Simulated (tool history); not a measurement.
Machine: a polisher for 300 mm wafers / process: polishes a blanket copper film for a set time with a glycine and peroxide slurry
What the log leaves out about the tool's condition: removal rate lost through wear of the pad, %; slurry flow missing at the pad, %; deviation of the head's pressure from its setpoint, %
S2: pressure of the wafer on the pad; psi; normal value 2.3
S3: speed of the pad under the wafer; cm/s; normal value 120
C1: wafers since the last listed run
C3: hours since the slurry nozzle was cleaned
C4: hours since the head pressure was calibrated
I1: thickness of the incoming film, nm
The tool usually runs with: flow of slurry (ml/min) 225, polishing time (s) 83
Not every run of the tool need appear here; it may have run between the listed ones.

run 1 hour=0 | flow_of_slurry_(ml/min)=225 S2=2.3 S3=120 polishing_time_(s)=83 | C1=0 wafers_polished_on_this_pad=1182 C3=389.7 C4=475.1 | I1=1752.9 | film_removed_(Å)=3424
run 2 hour=6.5 | flow_of_slurry_(ml/min)=225 S2=2.3 S3=132 polishing_time_(s)=83 | C1=38 wafers_polished_on_this_pad=1221 C3=396.2 C4=481.6 | I1=1734.6 | film_removed_(Å)=3779
run 3 hour=13 | flow_of_slurry_(ml/min)=225 S2=2.3 S3=120 polishing_time_(s)=83 | C1=38 wafers_polished_on_this_pad=1260 C3=402.7 C4=488.1 | I1=1745.1 | film_removed_(Å)=3486
run 4 hour=27 | flow_of_slurry_(ml/min)=225 S2=2.3 S3=120 polishing_time_(s)=83 | C1=83 wafers_polished_on_this_pad=1344 C3=416.7 C4=502.1 | I1=1774.9 | film_removed_(Å)=3547
-- hour=34.7 worn pad replaced by a new one
run 5 hour=35.2 | flow_of_slurry_(ml/min)=225 S2=2.3 S3=120 polishing_time_(s)=83 | C1=25 wafers_polished_on_this_pad=2 C3=424.9 C4=510.3 | I1=1744.8 | film_removed_(Å)=3512
run 6 hour=42.5 | flow_of_slurry_(ml/min)=225 S2=2.3 S3=100 polishing_time_(s)=83 | C1=43 wafers_polished_on_this_pad=46 C3=432.2 C4=517.6 | I1=1754.1 | film_removed_(Å)=3054
run 7 hour=55.9 | flow_of_slurry_(ml/min)=225 S2=2.3 S3=100 polishing_time_(s)=83 | C1=80 wafers_polished_on_this_pad=126 C3=445.6 C4=531 | I1=1740.8 | film_removed_(Å)=3030
run 8 hour=69.6 | flow_of_slurry_(ml/min)=225 S2=2.3 S3=120 polishing_time_(s)=83 | C1=81 wafers_polished_on_this_pad=208 C3=459.3 C4=544.7 | I1=1766.9 | film_removed_(Å)=3486
run 9 hour=83.4 | flow_of_slurry_(ml/min)=225 S2=2.3 S3=120 polishing_time_(s)=83 | C1=82 wafers_polished_on_this_pad=290 C3=473.1 C4=558.5 | I1=1755.2 | film_removed_(Å)=3530
run 10 hour=96 | flow_of_slurry_(ml/min)=225 S2=2.3 S3=120 polishing_time_(s)=83 | C1=75 wafers_polished_on_this_pad=366 C3=485.7 C4=571.1 | I1=1764.9 | film_removed_(Å)=3471
run 11 hour=103.1 | flow_of_slurry_(ml/min)=225 S2=2.3 S3=120 polishing_time_(s)=83 | C1=42 wafers_polished_on_this_pad=408 C3=492.8 C4=578.2 | I1=1734.6 | film_removed_(Å)=3488
run 12 hour=121 | flow_of_slurry_(ml/min)=225 S2=2.3 S3=120 polishing_time_(s)=83 | C1=106 wafers_polished_on_this_pad=515 C3=510.7 C4=596.1 | I1=1737.6 | film_removed_(Å)=3499
run 13 hour=129.5 | flow_of_slurry_(ml/min)=225 S2=2.3 S3=120 polishing_time_(s)=104 | C1=50 wafers_polished_on_this_pad=566 C3=519.2 C4=604.6 | I1=1761.2 | film_removed_(Å)=4356
run 14 hour=144.7 | flow_of_slurry_(ml/min)=225 S2=2.3 S3=120 polishing_time_(s)=83 | C1=90 wafers_polished_on_this_pad=657 C3=534.4 C4=619.8 | I1=1768.3 | film_removed_(Å)=3497
run 15 hour=154.9 | flow_of_slurry_(ml/min)=225 S2=2.3 S3=120 polishing_time_(s)=83 | C1=60 wafers_polished_on_this_pad=718 C3=544.6 C4=630 | I1=1725.8 | film_removed_(Å)=3533
run 16 hour=161 | flow_of_slurry_(ml/min)=225 S2=2.3 S3=120 polishing_time_(s)=83 | C1=36 wafers_polished_on_this_pad=754 C3=550.7 C4=636.1 | I1=1770.2 | film_removed_(Å)=3500
run 17 hour=174.7 | flow_of_slurry_(ml/min)=225 S2=2.3 S3=130 polishing_time_(s)=83 | C1=81 wafers_polished_on_this_pad=836 C3=564.4 C4=649.8 | I1=1778.6 | film_removed_(Å)=3733
run 18 hour=191.1 | flow_of_slurry_(ml/min)=225 S2=2.3 S3=130 polishing_time_(s)=83 | C1=97 wafers_polished_on_this_pad=934 C3=580.8 C4=666.2 | I1=1749 | film_removed_(Å)=3652
run 19 hour=198.8 | flow_of_slurry_(ml/min)=225 S2=2.3 S3=120 polishing_time_(s)=73 | C1=46 wafers_polished_on_this_pad=980 C3=588.5 C4=673.9 | I1=1743.1 | film_removed_(Å)=3075
-- hour=205.2 head pressure recalibrated
run 20 hour=215 | flow_of_slurry_(ml/min)=280 S2=2.3 S3=120 polishing_time_(s)=83 | C1=84 wafers_polished_on_this_pad=1065 C3=604.7 C4=9.8 | I1=1750.6 | film_removed_(Å)=3785
-- hour=226.4 worn pad replaced by a new one, of another model than before
run 21 hour=232.5 | flow_of_slurry_(ml/min)=285 S2=1.9 S3=120 polishing_time_(s)=83 | C1=80 wafers_polished_on_this_pad=36 C3=622.2 C4=27.3 | I1=1794.1 | film_removed_(Å)=3505
run 22 hour=238.9 | flow_of_slurry_(ml/min)=165 S2=2.3 S3=120 polishing_time_(s)=83 | C1=38 wafers_polished_on_this_pad=74 C3=628.6 C4=33.7 | I1=1753.6 | film_removed_(Å)=3464
run 23 hour=251 | flow_of_slurry_(ml/min)=225 S2=2.3 S3=120 polishing_time_(s)=83 | C1=72 wafers_polished_on_this_pad=146 C3=640.7 C4=45.8 | I1=1751.6 | film_removed_(Å)=3704
run 24 hour=260.5 | flow_of_slurry_(ml/min)=225 S2=1.7 S3=120 polishing_time_(s)=62 | C1=56 wafers_polished_on_this_pad=203 C3=650.2 C4=55.3 | I1=1739.5 | film_removed_(Å)=2464
-- hour=265.4 slurry nozzle cleaned
run 25 hour=270.5 | flow_of_slurry_(ml/min)=165 S2=2.8 S3=120 polishing_time_(s)=106 | C1=53 wafers_polished_on_this_pad=257 C3=5.1 C4=65.3 | I1=1784.6 | film_removed_(Å)=4804
run 26 hour=285.1 | flow_of_slurry_(ml/min)=225 S2=2.3 S3=120 polishing_time_(s)=83 | C1=87 wafers_polished_on_this_pad=344 C3=19.7 C4=79.9 | I1=1732.1 | film_removed_(Å)=3665
run 27 hour=293.5 | flow_of_slurry_(ml/min)=150 S2=2.3 S3=120 polishing_time_(s)=83 | C1=50 wafers_polished_on_this_pad=394 C3=28.1 C4=88.3 | I1=1775.1 | film_removed_(Å)=3329
run 28 hour=308.4 | flow_of_slurry_(ml/min)=255 S2=1.9 S3=120 polishing_time_(s)=83 | C1=89 wafers_polished_on_this_pad=483 C3=43 C4=103.2 | I1=1782 | film_removed_(Å)=3395
run 29 hour=318.8 | flow_of_slurry_(ml/min)=245 S2=2.3 S3=120 polishing_time_(s)=83 | C1=62 wafers_polished_on_this_pad=545 C3=53.4 C4=113.6 | I1=1790.9 | film_removed_(Å)=3720
run 30 hour=335.9 | flow_of_slurry_(ml/min)=225 S2=2.3 S3=120 polishing_time_(s)=83 | C1=102 wafers_polished_on_this_pad=648 C3=70.5 C4=130.7 | I1=1738 | film_removed_(Å)=3640
run 31 hour=342.3 | flow_of_slurry_(ml/min)=270 S2=2.3 S3=120 polishing_time_(s)=95 | C1=38 wafers_polished_on_this_pad=686 C3=76.9 C4=137.1 | I1=1744.4 | film_removed_(Å)=4167
run 32 hour=350 | flow_of_slurry_(ml/min)=225 S2=2.3 S3=120 polishing_time_(s)=83 | C1=46 wafers_polished_on_this_pad=732 C3=84.6 C4=144.8 | I1=1752.4 | film_removed_(Å)=3655
run 33 hour=365.2 | flow_of_slurry_(ml/min)=225 S2=2.3 S3=120 polishing_time_(s)=83 | C1=90 wafers_polished_on_this_pad=823 C3=99.8 C4=160 | I1=1779.1 | film_removed_(Å)=3653
run 34 hour=373.5 | flow_of_slurry_(ml/min)=155 S2=2.3 S3=132 polishing_time_(s)=106 | C1=49 wafers_polished_on_this_pad=872 C3=108.1 C4=168.3 | I1=1749.3 | film_removed_(Å)=4515
run 35 hour=386.3 | flow_of_slurry_(ml/min)=195 S2=1.5 S3=86 polishing_time_(s)=100 | C1=76 wafers_polished_on_this_pad=949 C3=120.9 C4=181.1 | I1=1784.5 | film_removed_(Å)=3154
run 36 hour=402.2 | flow_of_slurry_(ml/min)=190 S2=2.3 S3=90 polishing_time_(s)=83 | C1=95 wafers_polished_on_this_pad=1044 C3=136.8 C4=197 | I1=1785.2 | film_removed_(Å)=3074
run 37 hour=409.9 | flow_of_slurry_(ml/min)=225 S2=2.3 S3=120 polishing_time_(s)=83 | C1=46 wafers_polished_on_this_pad=1090 C3=144.5 C4=204.7 | I1=1769.9 | film_removed_(Å)=3663
run 38 hour=423.4 | flow_of_slurry_(ml/min)=225 S2=2.3 S3=120 polishing_time_(s)=83 | C1=80 wafers_polished_on_this_pad=1170 C3=158 C4=218.2 | I1=1762 | film_removed_(Å)=3678

3 options for the next run, each taken on its own from the tool as it stands now. Forecast them:
run A hour=423.8 | flow_of_slurry_(ml/min)=225 S2=2.3 S3=136 polishing_time_(s)=83 | C1=2 wafers_polished_on_this_pad=1173 C3=158.4 C4=218.6 | I1=1774.6 | film_removed_(Å)=?
run B hour=423.8 | flow_of_slurry_(ml/min)=225 S2=1.9 S3=150 polishing_time_(s)=83 | C1=2 wafers_polished_on_this_pad=1173 C3=158.4 C4=218.6 | I1=1774.6 | film_removed_(Å)=?
run C hour=423.8 | flow_of_slurry_(ml/min)=225 S2=2.3 S3=120 polishing_time_(s)=57 | C1=2 wafers_polished_on_this_pad=1173 C3=158.4 C4=218.6 | I1=1774.6 | film_removed_(Å)=?

run=A film_removed_(Å)=3885
run=B film_removed_(Å)=3807
run=C film_removed_(Å)=2487
What these runs would have given with no unlogged condition in the tool:
run=A film_removed_(Å)=4017
run=B film_removed_(Å)=3935
run=C film_removed_(Å)=2570
